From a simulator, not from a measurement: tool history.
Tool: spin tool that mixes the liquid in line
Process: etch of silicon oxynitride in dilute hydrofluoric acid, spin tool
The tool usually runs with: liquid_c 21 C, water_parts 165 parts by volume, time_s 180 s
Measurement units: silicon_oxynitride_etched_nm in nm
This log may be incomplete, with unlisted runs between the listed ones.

run,day,liquid_c,water_parts,time_s,wafers since the last listed run,hours since the thermometer was replaced,hours since the hydrofluoric acid flow meter was replaced,hours since the gauge calibration,"read-back film thickness of the silicon oxynitride reference wafer, read on the same gauge (nm)",silicon_oxynitride_etched_nm
1,0,21,165,180,0,2008.2,1022.8,1268.9,60.008,1.942
2,1.65,21,165,180,270,2047.8,1062.4,1308.5,59.988,1.905
3,2.988,21,165,180,218,2079.9,1094.5,1340.6,60.016,1.916
4,4.996,21,165,130,328,2128.1,1142.7,1388.8,60.022,1.423
5,7.262,21,165,130,371,2182.5,1197.1,1443.2,59.982,1.389
6,9.612,21,165,130,384,2238.9,1253.5,1499.6,60.021,1.403
7,12.038,24.5,165,180,397,2297.1,1311.7,1557.8,60.006,2.339
8,13.129,24.5,165,180,178,2323.3,1337.9,1584,60.002,2.328
9,14.325,21,105,180,195,2352,1366.6,1612.7,60.003,3.166
10,16.046,21,165,180,281,2393.3,1407.9,1654,60.004,2.009
11,18.575,21,165,180,414,2454,1468.6,1714.7,59.983,2.021
12,20.104,21,165,180,250,2490.7,1505.3,1751.4,60.033,2.048
# day 20.371: thermometer replaced
13,21.571,23,165,130,233,28.8,1540.5,1786.6,60.02,1.553
14,24.462,26,105,265,473,98.2,1609.9,1856,60.014,5.786
# day 31.517: hydrofluoric acid flow meter replaced
15,31.8,21,165,180,1194,274.3,6.8,2032.1,60.001,2.121
16,33.429,19.5,145,135,266,313.4,45.9,2071.2,59.986,1.68
17,35.375,21,165,180,318,360.1,92.6,2117.9,60.002,2.235
18,37.021,25,225,180,269,399.6,132.1,2157.4,60.007,1.796
19,38.192,21,165,180,191,427.7,160.2,2185.5,60.004,2.185
# day 39.388: gauge calibrated
20,40.146,21,165,180,319,474.6,207.1,18.2,60.003,2.173
21,42.417,21,165,180,371,529.1,261.6,72.7,60.023,2.212
# day 44.383: hydrofluoric acid flow meter replaced, repeated, since the last time left the tool worse
22,44.562,24.5,125,285,344,580.6,4.3,124.2,59.983,4.715
23,46.8,18,240,270,366,634.3,58,177.9,59.995,1.532
24,48.379,25.5,85,125,258,672.2,95.9,215.8,59.996,3.448
25,49.654,21,185,75,208,702.8,126.5,246.4,60.01,0.668
26,52.433,23,125,255,455,769.5,193.2,313.1,59.999,3.973
27,54.817,25.5,190,280,390,826.7,250.4,370.3,59.994,3.118
28,56.888,21,165,180,339,876.4,300.1,420,60.013,1.879
29,58.425,23,165,180,251,913.3,337,456.9,59.993,2.041
30,59.546,25.5,165,85,183,940.2,363.9,483.8,59.993,1.097
31,61.683,21,140,180,349,991.5,415.2,535.1,59.994,2.214
32,64.242,21,165,180,418,1052.9,476.6,596.5,60.004,1.831

What if the next run were any one of these 5? Each begins from the tool's condition after run 32:
A,64.262,21,165,180,3,1053.4,477.1,597,?,?
B,64.262,25.5,90,70,3,1053.4,477.1,597,?,?
C,64.262,18.5,165,120,3,1053.4,477.1,597,?,?
D,64.262,24,225,85,3,1053.4,477.1,597,?,?
E,64.262,17.5,165,180,3,1053.4,477.1,597,?,?

run,"read-back film thickness of the silicon oxynitride reference wafer, read on the same gauge (nm)",silicon_oxynitride_etched_nm
A,59.982,1.871
B,59.982,1.746
C,59.982,1.107
D,59.982,0.712
E,59.982,1.583
With no hidden state in the tool, these same runs would have given:
run,silicon_oxynitride_etched_nm
A,1.822
B,1.702
C,1.079
D,0.693
E,1.542

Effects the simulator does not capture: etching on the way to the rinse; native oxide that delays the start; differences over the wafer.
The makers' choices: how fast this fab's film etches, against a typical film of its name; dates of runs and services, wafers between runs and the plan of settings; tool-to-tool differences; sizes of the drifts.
